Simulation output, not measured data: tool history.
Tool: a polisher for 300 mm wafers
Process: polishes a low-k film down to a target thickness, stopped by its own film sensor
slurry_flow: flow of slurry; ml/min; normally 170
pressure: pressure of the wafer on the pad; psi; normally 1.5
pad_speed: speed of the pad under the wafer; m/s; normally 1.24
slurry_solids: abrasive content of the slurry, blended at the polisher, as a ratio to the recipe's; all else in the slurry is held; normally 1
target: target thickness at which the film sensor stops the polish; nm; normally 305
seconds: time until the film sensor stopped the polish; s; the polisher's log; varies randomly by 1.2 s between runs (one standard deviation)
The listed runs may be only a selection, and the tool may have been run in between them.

run,hour,slurry_flow,pressure,pad_speed,slurry_solids,target,wafers since the last listed run,wafers polished on this pad,hours since the slurry nozzle was cleaned,hours since the head pressure was calibrated,hours since the slurry blender was calibrated,hours since the conditioning disc was replaced,"incoming thickness of the incoming film, nm",seconds
1,0,170,1.5,0.94,1,305,0,2219,208.4,277.7,174.6,207.2,339.2,121.4
2,61,170,1.5,1.24,1,314,661,2881,269.4,338.7,235.6,268.2,346.3,94.8
3,119,170,1.5,1.24,1,314,629,3510,327.4,396.7,293.6,326.2,343.3,88.1
4,158.1,170,1.5,1.24,1,305,424,3934,366.5,435.8,332.7,365.3,344.1,114.3
# hour 197.1: slurry nozzle cleaned
# hour 203.8: worn pad replaced by a new one
# hour 204.8: conditioning disc replaced and pad reconditioned
5,262.9,155,1.5,1.44,1,300,1072,630,65.8,540.6,437.5,58.1,338.7,90.3
6,308.6,190,1.5,1.24,1,295,495,1126,111.5,586.3,483.2,103.8,344.1,131.2
# hour 316.2: head pressure recalibrated
# hour 336.8: slurry blender recalibrated
7,344.9,170,1.2,1.38,1,305,350,1477,147.8,28.7,8.1,140.1,338.7,106.8
8,385.4,170,1.5,1.24,1,305,439,1916,188.3,69.2,48.6,180.6,342,101.7
9,443.4,170,1.5,1.24,1.1,305,629,2545,246.3,127.2,106.6,238.6,343.7,105.9
10,497.8,170,1.6,1.24,0.8,305,590,3136,300.7,181.6,161,293,337.1,102.5
11,569,215,1.5,1.04,1.1,312,772,3908,371.9,252.8,232.2,364.2,344.4,95.4
# hour 595: slurry nozzle cleaned
# hour 637.6: worn pad replaced by a new one
# hour 722.1: conditioning disc replaced and pad reconditioned
12,769.7,170,1.5,1.24,1,305,2101,1411,174.7,453.5,432.9,47.6,338.1,88.1
# hour 786: slurry blender recalibrated
13,806.2,170,1.8,1.06,1,300,374,1785,211.2,490,20.2,84.1,335.4,92.7
14,837.7,215,2,1.24,1.25,305,341,2127,242.7,521.5,51.7,115.6,333.2,53
15,901.8,210,1.5,1.24,1,305,695,2822,306.8,585.6,115.8,179.7,340.1,97.7
16,932.1,170,1.5,1.24,1,305,328,3151,337.1,615.9,146.1,210,344.2,112.7
# hour 963.7: head pressure recalibrated
17,983.5,170,1.5,1.24,1,305,535,3687,388.5,19.8,197.5,261.4,339.7,101.4
18,1008.1,195,1.5,1.24,1,305,266,3954,413.1,44.4,222.1,286,345.1,117.2
# hour 1036.8: slurry nozzle cleaned
19,1038.7,120,1.9,1.48,1,296,321,4275,1.9,75,252.7,316.6,341.6,99.9
20,1109.2,210,1.5,1.02,1,309,764,5040,72.4,145.5,323.2,387.1,339.7,101.2
# hour 1121.4: worn pad replaced by a new one
21,1143.9,230,1.5,1.24,0.8,305,333,243,107.1,180.2,357.9,421.8,339.4,112.3
# hour 1168: conditioning disc replaced and pad reconditioned
# hour 1225.3: slurry blender recalibrated
22,1313.8,170,1.7,1.24,0.85,295,1799,2043,277,350.1,88.5,145.8,339.5,120.8
23,1342.4,170,1.5,1.24,1,312,310,2354,305.6,378.7,117.1,174.4,339,75.1
24,1384.5,170,1.5,1.24,1,305,456,2810,347.7,420.8,159.2,216.5,332,76
25,1416.4,205,1.5,1.56,1,313,346,3157,379.6,452.7,191.1,248.4,336.5,56.1

Below are 4 alternative next runs, each starting from the tool's condition after run 25. Predict each:
A,1416.9,170,1.5,1.24,0.9,305,5,3162,380.1,453.2,191.6,248.9,340.5,?
B,1416.9,130,1.5,0.88,1,305,5,3162,380.1,453.2,191.6,248.9,340.5,?
C,1416.9,170,1.5,1.52,1.25,296,5,3162,380.1,453.2,191.6,248.9,340.5,?
D,1416.9,170,1.5,1.4,1,311,5,3162,380.1,453.2,191.6,248.9,340.5,?

run,seconds
A,108.1
B,133.4
C,98.2
D,77.4
What these runs would have given with no unlogged condition in the tool:
run,seconds
A,95.4
B,121.2
C,84.8
D,67.5

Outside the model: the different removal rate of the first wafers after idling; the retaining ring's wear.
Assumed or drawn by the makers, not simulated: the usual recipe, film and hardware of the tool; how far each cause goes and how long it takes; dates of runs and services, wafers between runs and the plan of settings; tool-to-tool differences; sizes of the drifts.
